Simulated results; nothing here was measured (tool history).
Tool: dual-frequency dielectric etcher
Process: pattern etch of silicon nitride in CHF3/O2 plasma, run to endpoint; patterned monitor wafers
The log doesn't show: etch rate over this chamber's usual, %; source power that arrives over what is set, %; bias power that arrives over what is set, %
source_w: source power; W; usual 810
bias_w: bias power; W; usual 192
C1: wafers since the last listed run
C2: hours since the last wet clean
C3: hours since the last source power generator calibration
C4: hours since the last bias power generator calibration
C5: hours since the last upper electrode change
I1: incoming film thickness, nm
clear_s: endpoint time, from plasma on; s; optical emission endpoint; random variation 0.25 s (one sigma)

run 1 hour=0 | source_w=810 bias_w=192 | C1=0 C2=451.1 C3=3218.4 C4=2736.3 C5=2656.4 | I1=67.3 | clear_s=40.9
run 2 hour=14.6 | source_w=810 bias_w=192 | C1=109 C2=465.7 C3=3233 C4=2750.9 C5=2671 | I1=67.2 | clear_s=40.6
run 3 hour=27.4 | source_w=810 bias_w=174 | C1=96 C2=478.5 C3=3245.8 C4=2763.7 C5=2683.8 | I1=67.2 | clear_s=42.4
run 4 hour=34.8 | source_w=810 bias_w=156 | C1=55 C2=485.9 C3=3253.2 C4=2771.1 C5=2691.2 | I1=68.2 | clear_s=44.5
run 5 hour=41.6 | source_w=810 bias_w=156 | C1=51 C2=492.7 C3=3260 C4=2777.9 C5=2698 | I1=67.2 | clear_s=43.5
run 6 hour=58.2 | source_w=810 bias_w=156 | C1=124 C2=509.3 C3=3276.6 C4=2794.5 C5=2714.6 | I1=67.5 | clear_s=44
run 7 hour=65.3 | source_w=760 bias_w=192 | C1=53 C2=516.4 C3=3283.7 C4=2801.6 C5=2721.7 | I1=67.5 | clear_s=41.4
-- hour=101.5 wet clean of the chamber
run 8 hour=102 | source_w=760 bias_w=192 | C1=95 C2=0.5 C3=3320.4 C4=2838.3 C5=2758.4 | I1=67.8 | clear_s=44.5
run 9 hour=102.3 | source_w=760 bias_w=192 | C1=2 C2=0.8 C3=3320.7 C4=2838.6 C5=2758.7 | I1=67.9 | clear_s=44.5
run 10 hour=102.7 | source_w=810 bias_w=192 | C1=3 C2=1.2 C3=3321.1 C4=2839 C5=2759.1 | I1=67.5 | clear_s=43.1
run 11 hour=117.5 | source_w=810 bias_w=192 | C1=111 C2=16 C3=3335.9 C4=2853.8 C5=2773.9 | I1=67.8 | clear_s=43.9
run 12 hour=124.7 | source_w=810 bias_w=192 | C1=54 C2=23.2 C3=3343.1 C4=2861 C5=2781.1 | I1=67.1 | clear_s=43.3
run 13 hour=142.6 | source_w=810 bias_w=192 | C1=134 C2=41.1 C3=3361 C4=2878.9 C5=2799 | I1=68.3 | clear_s=43.7
run 14 hour=156.7 | source_w=810 bias_w=192 | C1=106 C2=55.2 C3=3375.1 C4=2893 C5=2813.1 | I1=67.5 | clear_s=43.1
run 15 hour=165.9 | source_w=650 bias_w=153 | C1=69 C2=64.4 C3=3384.3 C4=2902.2 C5=2822.3 | I1=67.4 | clear_s=49.9
run 16 hour=180.2 | source_w=810 bias_w=192 | C1=107 C2=78.7 C3=3398.6 C4=2916.5 C5=2836.6 | I1=67.6 | clear_s=43.1
-- hour=209.9 upper electrode replaced
run 17 hour=210.4 | source_w=810 bias_w=192 | C1=46 C2=108.9 C3=3428.8 C4=2946.7 C5=0.5 | I1=67.4 | clear_s=42.3
run 18 hour=210.7 | source_w=690 bias_w=165 | C1=2 C2=109.2 C3=3429.1 C4=2947 C5=0.8 | I1=67.1 | clear_s=47.5
run 19 hour=211 | source_w=810 bias_w=192 | C1=2 C2=109.5 C3=3429.4 C4=2947.3 C5=1.1 | I1=67.2 | clear_s=42.8
run 20 hour=217.6 | source_w=810 bias_w=192 | C1=49 C2=116.1 C3=3436 C4=2953.9 C5=7.7 | I1=68.1 | clear_s=43.3
-- hour=225.7 source power generator calibrated
run 21 hour=227.4 | source_w=730 bias_w=206 | C1=43 C2=125.9 C3=1.7 C4=2963.7 C5=17.5 | I1=67.3 | clear_s=43
-- hour=236 bias power generator calibrated
run 22 hour=236.5 | source_w=690 bias_w=212 | C1=38 C2=135 C3=10.8 C4=0.5 C5=26.6 | I1=66.9 | clear_s=42.8
run 23 hour=247.5 | source_w=750 bias_w=192 | C1=82 C2=146 C3=21.8 C4=11.5 C5=37.6 | I1=67.4 | clear_s=43.7

Run 24 comes next. What will it give?
run 24 hour=257.2 | source_w=630 bias_w=169 | C1=72 C2=155.7 C3=31.5 C4=21.2 C5=47.3 | I1=67.7 | clear_s=?

{"run 24": {"clear_s": 48}}
Without the tool's hidden state the same run would have given clear_s 48.3 s.
